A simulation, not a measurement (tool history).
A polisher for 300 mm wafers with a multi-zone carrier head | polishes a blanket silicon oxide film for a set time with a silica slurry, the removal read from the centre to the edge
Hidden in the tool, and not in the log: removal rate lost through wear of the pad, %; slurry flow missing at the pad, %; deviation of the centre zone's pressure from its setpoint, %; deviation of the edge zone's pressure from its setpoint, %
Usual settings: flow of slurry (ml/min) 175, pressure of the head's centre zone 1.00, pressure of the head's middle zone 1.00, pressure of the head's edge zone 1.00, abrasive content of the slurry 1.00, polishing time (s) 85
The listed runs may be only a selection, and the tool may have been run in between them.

run,hour,flow of slurry (ml/min),pressure of the head's centre zone,pressure of the head's middle zone,pressure of the head's edge zone,abrasive content of the slurry,polishing time (s),wafers since the last listed run,wafers polished on this pad,hours since the slurry nozzle was cleaned,hours since the centre zone pressure was calibrated,hours since the edge zone pressure was calibrated,hours since the carrier head's membrane was replaced,"incoming thickness of the incoming film, nm",film removed at the wafer's centre (Å),film removed at mid-radius (Å),film removed at the wafer's edge (Å)
1,0.0,155,1.00,1.00,1.00,1.00,74,0,698,289.5,143.3,46.8,1112.9,1704.7,2566,2428,2493
2,45.3,155,1.00,1.00,1.00,1.00,74,453,1151,334.8,188.6,92.1,1158.2,1669.5,2512,2444,2505
# hour 80.4: worn pad replaced by a new one
3,109.8,155,1.00,1.00,1.00,1.00,74,605,294,399.3,253.1,156.6,1222.7,1703.8,2488,2446,2509
4,193.8,175,1.00,1.00,1.00,1.00,85,840,1134,483.3,337.1,240.6,1306.7,1713.7,2947,2880,2924
# hour 209.5: worn pad replaced by a new one
# hour 213.4: carrier head's membrane replaced by a new one
# hour 226.2: centre zone pressure recalibrated
5,254.5,175,1.00,1.00,1.00,1.00,85,507,390,544.0,28.3,301.3,41.1,1729.2,2964,2808,2890
6,293.2,175,1.00,1.00,1.00,1.00,85,387,778,582.7,67.0,340.0,79.8,1702.2,2989,2937,2910
# hour 328.6: worn pad replaced by a new one
# hour 348.7: slurry nozzle cleaned
7,356.5,175,1.00,1.00,1.00,1.00,85,583,269,7.8,130.3,403.3,143.1,1703.3,2936,2891,2906
8,386.9,175,1.00,1.00,1.00,1.00,85,304,573,38.2,160.7,433.7,173.5,1680.0,2982,2854,2922
9,428.0,175,0.96,1.00,1.12,1.10,85,411,984,79.3,201.8,474.8,214.6,1720.4,3045,3088,3267
10,471.8,175,1.00,0.92,0.91,1.00,96,438,1422,123.1,245.6,518.6,258.4,1675.1,3337,3152,3170
# hour 487.1: worn pad replaced by a new one
# hour 531.1: edge zone pressure recalibrated
11,534.7,175,1.08,1.00,1.00,1.00,56,569,455,186.0,308.5,3.6,321.3,1713.1,2128,1875,1903
12,585.4,175,1.00,1.00,1.00,1.00,85,507,963,236.7,359.2,54.3,372.0,1712.3,2907,2855,2885
# hour 588.8: centre zone pressure recalibrated
# hour 642.7: worn pad replaced by a new one
13,644.1,160,1.00,1.00,1.00,1.00,85,527,14,295.4,55.3,113.0,430.7,1704.8,2833,2841,2854
14,697.6,220,1.00,1.00,1.08,0.75,65,535,549,348.9,108.8,166.5,484.2,1719.3,1781,1703,1777

Branching from run 14: 5 alternative next runs. What would each branch give?
A,698.1,175,1.00,1.00,1.00,1.00,85,5,554,349.4,109.3,167.0,484.7,1666.5,?,?,?
B,698.1,175,1.11,1.00,1.09,1.00,113,5,554,349.4,109.3,167.0,484.7,1666.5,?,?,?
C,698.1,175,1.00,1.03,1.00,1.00,85,5,554,349.4,109.3,167.0,484.7,1666.5,?,?,?
D,698.1,175,1.00,1.05,1.00,1.00,96,5,554,349.4,109.3,167.0,484.7,1666.5,?,?,?
E,698.1,115,1.06,1.00,1.00,1.15,85,5,554,349.4,109.3,167.0,484.7,1666.5,?,?,?

run,film removed at the wafer's centre (Å),film removed at mid-radius (Å),film removed at the wafer's edge (Å)
A,2965,2835,2942
B,4379,3766,4081
C,2966,2891,2941
D,3350,3307,3321
E,3181,2895,3070
Without the tool's hidden state the same runs would have given:
run,film removed at the wafer's centre (Å),film removed at mid-radius (Å),film removed at the wafer's edge (Å)
A,2965,2835,2942
B,4379,3766,4081
C,2966,2891,2941
D,3350,3307,3321
E,3181,2895,3070

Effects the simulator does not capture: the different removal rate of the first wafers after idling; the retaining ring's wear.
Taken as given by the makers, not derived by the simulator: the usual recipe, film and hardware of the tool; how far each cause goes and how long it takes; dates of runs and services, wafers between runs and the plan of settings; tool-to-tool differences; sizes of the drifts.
